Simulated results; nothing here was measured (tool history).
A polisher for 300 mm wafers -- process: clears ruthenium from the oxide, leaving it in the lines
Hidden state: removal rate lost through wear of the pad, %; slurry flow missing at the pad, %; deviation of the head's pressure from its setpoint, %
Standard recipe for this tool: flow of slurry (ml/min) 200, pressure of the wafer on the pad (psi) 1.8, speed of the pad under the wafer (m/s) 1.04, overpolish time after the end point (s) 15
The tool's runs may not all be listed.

run	hour	flow of slurry (ml/min)	pressure of the wafer on the pad (psi)	speed of the pad under the wafer (m/s)	overpolish time after the end point (s)	wafers since the last listed run	wafers polished on this pad	hours since the slurry nozzle was cleaned	hours since the head pressure was calibrated	incoming thickness of the incoming film, nm	time until the end point was called (s)
1	0.0	200	1.8	1.04	15	0	1221	146.2	1104.2	105.5	102.7
# hour 6.5: worn pad replaced by a new one
2	64.6	200	1.8	1.04	15	512	491	210.8	1168.8	103.3	98.0
3	88.8	200	1.8	1.04	15	204	696	235.0	1193.0	107.2	102.5
4	114.0	200	1.8	1.04	10	213	909	260.2	1218.2	105.5	103.8
5	145.1	200	1.8	1.04	10	263	1172	291.3	1249.3	105.4	102.2
# hour 154.5: worn pad replaced by a new one
6	171.3	200	1.8	1.04	15	187	142	317.5	1275.5	107.0	97.9
7	228.2	200	1.8	1.04	15	481	623	374.4	1332.4	105.3	99.6
# hour 267.4: head pressure recalibrated
8	273.0	200	1.8	1.04	15	362	985	419.2	5.6	105.9	105.1
# hour 289.7: worn pad replaced by a new one
9	324.4	245	2.1	1.24	15	400	293	470.6	57.0	103.2	70.2
10	382.0	200	1.8	1.04	15	487	781	528.2	114.6	104.9	104.1
11	448.4	200	1.8	1.04	15	561	1342	594.6	181.0	106.8	105.7
# hour 450.5: slurry nozzle cleaned
# hour 462.7: worn pad replaced by a new one
12	503.2	200	2.1	0.92	15	421	342	52.7	235.8	103.7	95.4
13	555.1	160	1.8	1.04	20	439	781	104.6	287.7	105.5	106.0
14	605.0	200	1.8	1.04	15	422	1203	154.5	337.6	104.5	103.6
# hour 632.0: worn pad replaced by a new one
15	656.0	265	1.8	1.30	22	397	202	205.5	388.6	105.1	75.9
16	723.5	200	1.8	1.14	8	570	773	273.0	456.1	106.0	93.4
17	752.8	220	1.8	1.04	15	247	1021	302.3	485.4	105.0	102.5

Forecast each of these 3 alternatives for the next run:
A	753.3	200	1.6	1.04	15	4	1025	302.8	485.9	105.0	?
B	753.3	175	1.3	1.38	15	4	1025	302.8	485.9	105.0	?
C	753.3	240	1.8	1.04	10	4	1025	302.8	485.9	105.0	?

run	time until the end point was called (s)
A	111.7
B	102.4
C	98.7
The same runs, with their run-to-run variation unchanged, on a tool lacking any hidden condition would have given:
run	time until the end point was called (s)
A	102.3
B	93.8
C	90.3
